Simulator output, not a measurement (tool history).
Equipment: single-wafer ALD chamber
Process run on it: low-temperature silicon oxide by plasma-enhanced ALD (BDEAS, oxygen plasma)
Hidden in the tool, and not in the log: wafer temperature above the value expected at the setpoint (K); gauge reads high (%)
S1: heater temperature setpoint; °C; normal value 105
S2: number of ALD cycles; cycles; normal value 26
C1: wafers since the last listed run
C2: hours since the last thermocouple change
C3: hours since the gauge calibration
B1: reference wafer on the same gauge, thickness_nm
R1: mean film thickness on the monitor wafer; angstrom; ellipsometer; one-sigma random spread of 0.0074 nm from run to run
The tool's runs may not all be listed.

| run | hour | S1 | S2 | C1 | C2 | C3 | B1 | R1 |
|---|---|---|---|---|---|---|---|---|
| 1 | 0.0 | 105 | 26 | 0 | 1584.2 | 114.7 | 3.870 | 36.05 |
| 2 | 13.7 | 105 | 26 | 141 | 1597.9 | 128.4 | 3.869 | 36.10 |
| 3 | 29.9 | 105 | 26 | 167 | 1614.1 | 144.6 | 3.870 | 36.13 |
| 4 | 45.7 | 105 | 29 | 163 | 1629.9 | 160.4 | 3.869 | 40.30 |
| 5 | 61.7 | 105 | 26 | 165 | 1645.9 | 176.4 | 3.870 | 36.06 |
|  | 63.6 | gauge calibrated |
| 6 | 79.4 | 105 | 26 | 183 | 1663.6 | 15.8 | 3.871 | 35.99 |
| 7 | 111.7 | 105 | 26 | 334 | 1695.9 | 48.1 | 3.869 | 36.08 |
| 8 | 124.9 | 94 | 26 | 136 | 1709.1 | 61.3 | 3.872 | 36.98 |
| 9 | 160.8 | 105 | 26 | 371 | 1745.0 | 97.2 | 3.869 | 36.15 |
|  | 186.1 | thermocouple changed; heater temperature recalibrated |
| 10 | 190.0 | 105 | 26 | 219 | 3.9 | 126.4 | 3.870 | 36.00 |
| 11 | 222.4 | 96 | 26 | 335 | 36.3 | 158.8 | 3.869 | 36.83 |
|  | 235.9 | gauge calibrated |
| 12 | 247.8 | 119 | 27 | 263 | 61.7 | 11.9 | 3.870 | 36.65 |
| 13 | 274.8 | 96 | 25 | 279 | 88.7 | 38.9 | 3.870 | 35.44 |
| 14 | 301.6 | 95 | 22 | 277 | 115.5 | 65.7 | 3.871 | 31.25 |

4 options for the next run, each taken on its own from the tool as it stands now. Forecast them:
| A | 302.0 | 97 | 26 | 4 | 115.9 | 66.1 | ? | ? |
| B | 302.0 | 99 | 22 | 4 | 115.9 | 66.1 | ? | ? |
| C | 302.0 | 115 | 25 | 4 | 115.9 | 66.1 | ? | ? |
| D | 302.0 | 100 | 23 | 4 | 115.9 | 66.1 | ? | ? |

| run | B1 | R1 |
|---|---|---|
| A | 3.871 | 36.70 |
| B | 3.871 | 30.86 |
| C | 3.871 | 34.16 |
| D | 3.871 | 32.19 |
Without the tool's hidden state the same runs would have given:
| run | R1 |
|---|---|
| A | 36.70 |
| B | 30.86 |
| C | 34.16 |
| D | 32.19 |
